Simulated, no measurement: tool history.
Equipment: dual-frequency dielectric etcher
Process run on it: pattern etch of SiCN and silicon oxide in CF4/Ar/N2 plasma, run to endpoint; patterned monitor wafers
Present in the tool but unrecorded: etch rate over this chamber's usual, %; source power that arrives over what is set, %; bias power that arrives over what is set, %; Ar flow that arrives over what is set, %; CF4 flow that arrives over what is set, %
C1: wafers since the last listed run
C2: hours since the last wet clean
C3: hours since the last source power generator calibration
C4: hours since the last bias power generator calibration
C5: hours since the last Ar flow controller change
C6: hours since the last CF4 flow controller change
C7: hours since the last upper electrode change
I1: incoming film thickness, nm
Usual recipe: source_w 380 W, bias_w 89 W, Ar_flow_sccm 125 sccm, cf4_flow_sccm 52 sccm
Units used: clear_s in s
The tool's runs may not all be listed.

{"run": 1, "hour": 0.0, "source_w": 380, "bias_w": 89, "Ar_flow_sccm": 125, "cf4_flow_sccm": 52, "C1": 0, "C2": 64.6, "C3": 32.1, "C4": 4143.7, "C5": 65.7, "C6": 0.5, "C7": 4819.2, "I1": 15.61, "clear_s": 21.5}
{"run": 2, "hour": 13.3, "source_w": 380, "bias_w": 109, "Ar_flow_sccm": 125, "cf4_flow_sccm": 45, "C1": 126, "C2": 77.9, "C3": 45.4, "C4": 4157.0, "C5": 79.0, "C6": 13.8, "C7": 4832.5, "I1": 15.39, "clear_s": 20.2}
{"run": 3, "hour": 27.9, "source_w": 380, "bias_w": 80, "Ar_flow_sccm": 149, "cf4_flow_sccm": 43, "C1": 139, "C2": 92.5, "C3": 60.0, "C4": 4171.6, "C5": 93.6, "C6": 28.4, "C7": 4847.1, "I1": 15.49, "clear_s": 23.0}
{"run": 4, "hour": 35.9, "source_w": 380, "bias_w": 89, "Ar_flow_sccm": 125, "cf4_flow_sccm": 52, "C1": 76, "C2": 100.5, "C3": 68.0, "C4": 4179.6, "C5": 101.6, "C6": 36.4, "C7": 4855.1, "I1": 15.55, "clear_s": 21.2}
{"hour": 62.4, "done": "upper electrode replaced"}
{"run": 5, "hour": 62.9, "source_w": 330, "bias_w": 89, "Ar_flow_sccm": 125, "cf4_flow_sccm": 52, "C1": 28, "C2": 127.5, "C3": 95.0, "C4": 4206.6, "C5": 128.6, "C6": 63.4, "C7": 0.5, "I1": 15.47, "clear_s": 23.3}
{"run": 6, "hour": 63.2, "source_w": 380, "bias_w": 78, "Ar_flow_sccm": 125, "cf4_flow_sccm": 52, "C1": 2, "C2": 127.8, "C3": 95.3, "C4": 4206.9, "C5": 128.9, "C6": 63.7, "C7": 0.8, "I1": 15.26, "clear_s": 21.9}
{"run": 7, "hour": 63.5, "source_w": 380, "bias_w": 89, "Ar_flow_sccm": 107, "cf4_flow_sccm": 52, "C1": 2, "C2": 128.1, "C3": 95.6, "C4": 4207.2, "C5": 129.2, "C6": 64.0, "C7": 1.1, "I1": 15.55, "clear_s": 20.9}
{"hour": 69.6, "done": "bias power generator calibrated"}
{"run": 8, "hour": 70.1, "source_w": 440, "bias_w": 80, "Ar_flow_sccm": 141, "cf4_flow_sccm": 61, "C1": 24, "C2": 134.7, "C3": 102.2, "C4": 0.5, "C5": 135.8, "C6": 70.6, "C7": 7.7, "I1": 15.62, "clear_s": 20.1}
{"run": 9, "hour": 82.1, "source_w": 380, "bias_w": 89, "Ar_flow_sccm": 125, "cf4_flow_sccm": 52, "C1": 114, "C2": 146.7, "C3": 114.2, "C4": 12.5, "C5": 147.8, "C6": 82.6, "C7": 19.7, "I1": 15.23, "clear_s": 20.8}
{"run": 10, "hour": 97.3, "source_w": 300, "bias_w": 106, "Ar_flow_sccm": 125, "cf4_flow_sccm": 52, "C1": 144, "C2": 161.9, "C3": 129.4, "C4": 27.7, "C5": 163.0, "C6": 97.8, "C7": 34.9, "I1": 15.37, "clear_s": 22.8}
{"run": 11, "hour": 110.8, "source_w": 290, "bias_w": 107, "Ar_flow_sccm": 125, "cf4_flow_sccm": 52, "C1": 128, "C2": 175.4, "C3": 142.9, "C4": 41.2, "C5": 176.5, "C6": 111.3, "C7": 48.4, "I1": 15.41, "clear_s": 23.0}
{"run": 12, "hour": 120.5, "source_w": 380, "bias_w": 89, "Ar_flow_sccm": 125, "cf4_flow_sccm": 59, "C1": 92, "C2": 185.1, "C3": 152.6, "C4": 50.9, "C5": 186.2, "C6": 121.0, "C7": 58.1, "I1": 15.55, "clear_s": 20.9}
{"run": 13, "hour": 135.4, "source_w": 380, "bias_w": 68, "Ar_flow_sccm": 125, "cf4_flow_sccm": 46, "C1": 141, "C2": 200.0, "C3": 167.5, "C4": 65.8, "C5": 201.1, "C6": 135.9, "C7": 73.0, "I1": 15.53, "clear_s": 23.4}
{"run": 14, "hour": 148.5, "source_w": 380, "bias_w": 103, "Ar_flow_sccm": 125, "cf4_flow_sccm": 52, "C1": 124, "C2": 213.1, "C3": 180.6, "C4": 78.9, "C5": 214.2, "C6": 149.0, "C7": 86.1, "I1": 15.5, "clear_s": 20.1}
{"run": 15, "hour": 165.7, "source_w": 380, "bias_w": 75, "Ar_flow_sccm": 136, "cf4_flow_sccm": 52, "C1": 163, "C2": 230.3, "C3": 197.8, "C4": 96.1, "C5": 231.4, "C6": 166.2, "C7": 103.3, "I1": 15.38, "clear_s": 22.3}
{"run": 16, "hour": 189.2, "source_w": 280, "bias_w": 89, "Ar_flow_sccm": 138, "cf4_flow_sccm": 59, "C1": 223, "C2": 253.8, "C3": 221.3, "C4": 119.6, "C5": 254.9, "C6": 189.7, "C7": 126.8, "I1": 15.71, "clear_s": 25.0}
{"run": 17, "hour": 196.4, "source_w": 380, "bias_w": 107, "Ar_flow_sccm": 125, "cf4_flow_sccm": 42, "C1": 68, "C2": 261.0, "C3": 228.5, "C4": 126.8, "C5": 262.1, "C6": 196.9, "C7": 134.0, "I1": 15.55, "clear_s": 20.4}
{"run": 18, "hour": 204.2, "source_w": 380, "bias_w": 99, "Ar_flow_sccm": 125, "cf4_flow_sccm": 52, "C1": 74, "C2": 268.8, "C3": 236.3, "C4": 134.6, "C5": 269.9, "C6": 204.7, "C7": 141.8, "I1": 15.57, "clear_s": 20.3}
{"run": 19, "hour": 220.3, "source_w": 380, "bias_w": 89, "Ar_flow_sccm": 125, "cf4_flow_sccm": 52, "C1": 153, "C2": 284.9, "C3": 252.4, "C4": 150.7, "C5": 286.0, "C6": 220.8, "C7": 157.9, "I1": 15.34, "clear_s": 20.7}
{"run": 20, "hour": 226.9, "source_w": 450, "bias_w": 89, "Ar_flow_sccm": 101, "cf4_flow_sccm": 63, "C1": 62, "C2": 291.5, "C3": 259.0, "C4": 157.3, "C5": 292.6, "C6": 227.4, "C7": 164.5, "I1": 15.56, "clear_s": 17.9}
{"run": 21, "hour": 235.2, "source_w": 380, "bias_w": 89, "Ar_flow_sccm": 112, "cf4_flow_sccm": 52, "C1": 79, "C2": 299.8, "C3": 267.3, "C4": 165.6, "C5": 300.9, "C6": 235.7, "C7": 172.8, "I1": 15.54, "clear_s": 20.7}
{"run": 22, "hour": 242.6, "source_w": 450, "bias_w": 73, "Ar_flow_sccm": 102, "cf4_flow_sccm": 43, "C1": 70, "C2": 307.2, "C3": 274.7, "C4": 173.0, "C5": 308.3, "C6": 243.1, "C7": 180.2, "I1": 15.45, "clear_s": 20.2}
{"run": 23, "hour": 259.9, "source_w": 300, "bias_w": 82, "Ar_flow_sccm": 152, "cf4_flow_sccm": 44, "C1": 164, "C2": 324.5, "C3": 292.0, "C4": 190.3, "C5": 325.6, "C6": 260.4, "C7": 197.5, "I1": 15.53, "clear_s": 25.9}
{"run": 24, "hour": 268.0, "source_w": 440, "bias_w": 98, "Ar_flow_sccm": 125, "cf4_flow_sccm": 56, "C1": 77, "C2": 332.6, "C3": 300.1, "C4": 198.4, "C5": 333.7, "C6": 268.5, "C7": 205.6, "I1": 15.5, "clear_s": 18.1}
{"run": 25, "hour": 283.5, "source_w": 330, "bias_w": 89, "Ar_flow_sccm": 110, "cf4_flow_sccm": 52, "C1": 147, "C2": 348.1, "C3": 315.6, "C4": 213.9, "C5": 349.2, "C6": 284.0, "C7": 221.1, "I1": 15.5, "clear_s": 22.5}

Forecast each of these 3 alternatives for the next run:
{"run": "A", "hour": 283.9, "source_w": 380, "bias_w": 89, "Ar_flow_sccm": 142, "cf4_flow_sccm": 52, "C1": 3, "C2": 348.5, "C3": 316.0, "C4": 214.3, "C5": 349.6, "C6": 284.4, "C7": 221.5, "I1": 15.51, "clear_s": "?"}
{"run": "B", "hour": 283.9, "source_w": 380, "bias_w": 109, "Ar_flow_sccm": 125, "cf4_flow_sccm": 52, "C1": 3, "C2": 348.5, "C3": 316.0, "C4": 214.3, "C5": 349.6, "C6": 284.4, "C7": 221.5, "I1": 15.51, "clear_s": "?"}
{"run": "C", "hour": 283.9, "source_w": 300, "bias_w": 89, "Ar_flow_sccm": 125, "cf4_flow_sccm": 52, "C1": 3, "C2": 348.5, "C3": 316.0, "C4": 214.3, "C5": 349.6, "C6": 284.4, "C7": 221.5, "I1": 15.51, "clear_s": "?"}

run=A clear_s=21.0
run=B clear_s=19.3
run=C clear_s=23.9
Stripped of hidden state, with their random variation kept, the same runs would have yielded:
run=A clear_s=21.9
run=B clear_s=20.1
run=C clear_s=24.9
